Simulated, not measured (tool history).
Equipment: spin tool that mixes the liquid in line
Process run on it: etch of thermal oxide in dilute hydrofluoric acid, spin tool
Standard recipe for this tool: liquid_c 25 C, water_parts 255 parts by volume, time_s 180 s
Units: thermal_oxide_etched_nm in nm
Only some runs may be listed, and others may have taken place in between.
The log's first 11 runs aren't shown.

run	hour	liquid_c	water_parts	time_s	wafers since the last listed run	hours since the thermometer was replaced	hours since the hydrofluoric acid flow meter was replaced	hours since the gauge calibration	read-back film thickness of the thermal oxide reference wafer, read on the same gauge (nm)	thermal_oxide_etched_nm
12	138.6	25	255	95	48	947.7	136.7	106.5	80.032	1.527
13	144.8	25	255	150	25	953.9	142.9	112.7	79.993	2.417
# hour 153.7: thermometer replaced
14	154.2	29.5	375	180	34	0.5	152.3	122.1	80.025	2.017
15	159.5	22	255	140	21	5.8	157.6	127.4	80.003	2.037
16	165.8	23	325	245	25	12.1	163.9	133.7	79.963	2.684
17	186.5	27.5	310	85	84	32.8	184.6	154.4	80.021	1.146
18	192.9	25	255	90	26	39.2	191	160.8	80.028	1.442
19	207.4	23	255	275	59	53.7	205.5	175.3	79.988	4.087
20	216.3	25	135	180	36	62.6	214.4	184.2	80.008	6.388
21	231.7	23	255	215	62	78	229.8	199.6	79.984	3.27
22	242.2	25	255	180	42	88.5	240.3	210.1	80.017	2.929
23	253.8	25	255	180	47	100.1	251.9	221.7	80.01	2.833
24	268.1	22	180	180	58	114.4	266.2	236	80.002	3.951
25	282.8	23.5	215	275	59	129.1	280.9	250.7	79.964	5.183
26	296.1	25	255	180	54	142.4	294.2	264	80	2.846
27	313.4	22	255	145	70	159.7	311.5	281.3	80.006	2.037
28	325.2	29	355	215	48	171.5	323.3	293.1	79.992	2.527
29	333.7	22	190	150	34	180	331.8	301.6	80.002	3.082
30	343.9	23	315	225	41	190.2	342	311.8	79.993	2.518
31	354.6	20.5	255	280	43	200.9	352.7	322.5	80.001	3.742
32	363.2	25	255	180	35	209.5	361.3	331.1	80.023	2.909
33	374.8	29	220	180	47	221.1	372.9	342.7	79.997	3.919
34	388	29	375	180	53	234.3	386.1	355.9	80.005	1.957

Branching from run 34: 4 alternative next runs. What would each branch give?
A	388.5	25	255	240	2	234.8	386.6	356.4	?	?
B	388.5	27.5	180	255	2	234.8	386.6	356.4	?	?
C	388.5	21	360	210	2	234.8	386.6	356.4	?	?
D	388.5	20.5	350	275	2	234.8	386.6	356.4	?	?

run	read-back film thickness of the thermal oxide reference wafer, read on the same gauge (nm)	thermal_oxide_etched_nm
A	79.98	3.8
B	79.98	6.808
C	79.98	1.85
D	79.98	2.47
The same runs, with their run-to-run variation unchanged, on a tool lacking any hidden condition would have given:
run	thermal_oxide_etched_nm
A	3.983
B	7.124
C	1.943
D	2.593

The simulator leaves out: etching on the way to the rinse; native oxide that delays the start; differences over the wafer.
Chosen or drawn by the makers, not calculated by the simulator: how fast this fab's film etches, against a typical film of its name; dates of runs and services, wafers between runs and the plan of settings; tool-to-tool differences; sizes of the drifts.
